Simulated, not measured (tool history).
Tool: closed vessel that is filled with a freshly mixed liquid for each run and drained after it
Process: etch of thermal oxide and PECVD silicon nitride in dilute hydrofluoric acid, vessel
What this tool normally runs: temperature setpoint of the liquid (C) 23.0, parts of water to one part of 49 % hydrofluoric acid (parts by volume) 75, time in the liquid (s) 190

run,hour,temperature setpoint of the liquid (C),parts of water to one part of 49 % hydrofluoric acid (parts by volume),time in the liquid (s),"read-back film thickness of the thermal oxide reference wafer, read on the same gauge (nm)","read-back film thickness of the PECVD silicon nitride reference wafer, read on the same gauge (nm)",thickness taken off the thermal oxide on a monitor wafer (angstrom),thickness taken off the PECVD silicon nitride on a monitor wafer (angstrom)
1,0.0,23.0,75,140,50.01,70.01,80.3,60.0
2,57.1,23.0,75,140,50.00,69.97,80.3,59.2
3,117.9,23.0,75,190,50.01,70.01,108.1,80.3
4,145.6,23.0,75,190,50.04,69.99,108.7,79.6
5,234.9,23.0,75,190,49.97,70.00,107.9,80.9
6,292.2,23.0,75,190,49.99,69.98,107.1,81.5
# hour 325.1: thermometer replaced
7,342.7,23.0,75,190,49.99,70.00,108.0,80.3
8,392.3,20.0,75,190,49.99,70.00,94.2,65.4
9,426.8,23.0,75,190,49.99,69.99,107.2,80.7
# hour 450.8: hydrofluoric acid flow meter replaced
# hour 470.5: gauge calibrated
10,507.4,23.0,45,190,49.98,70.01,196.4,137.6
11,638.0,21.5,40,300,49.99,69.98,328.3,223.4
12,686.8,23.0,75,190,49.99,70.02,112.8,84.8
13,720.3,23.0,75,190,50.01,69.98,112.9,83.7
14,747.6,26.5,75,125,50.01,70.01,85.3,68.2
15,815.0,26.0,40,295,50.02,69.99,387.4,297.2

Each row is a separate what-if for the run after 15, all from the same tool condition, not one after another. Results?
A,815.7,23.0,75,285,?,?,?,?
B,815.7,21.5,75,230,?,?,?,?
C,815.7,28.0,95,245,?,?,?,?

run,"read-back film thickness of the thermal oxide reference wafer, read on the same gauge (nm)","read-back film thickness of the PECVD silicon nitride reference wafer, read on the same gauge (nm)",thickness taken off the thermal oxide on a monitor wafer (angstrom),thickness taken off the PECVD silicon nitride on a monitor wafer (angstrom)
A,50.02,70.02,167.8,125.8
B,50.02,70.02,127.4,91.7
C,50.02,70.02,135.2,118.7
Without the tool's hidden state the same runs would have given:
run,thickness taken off the thermal oxide on a monitor wafer (angstrom),thickness taken off the PECVD silicon nitride on a monitor wafer (angstrom)
A,170.0,127.2
B,129.0,92.8
C,137.0,120.1
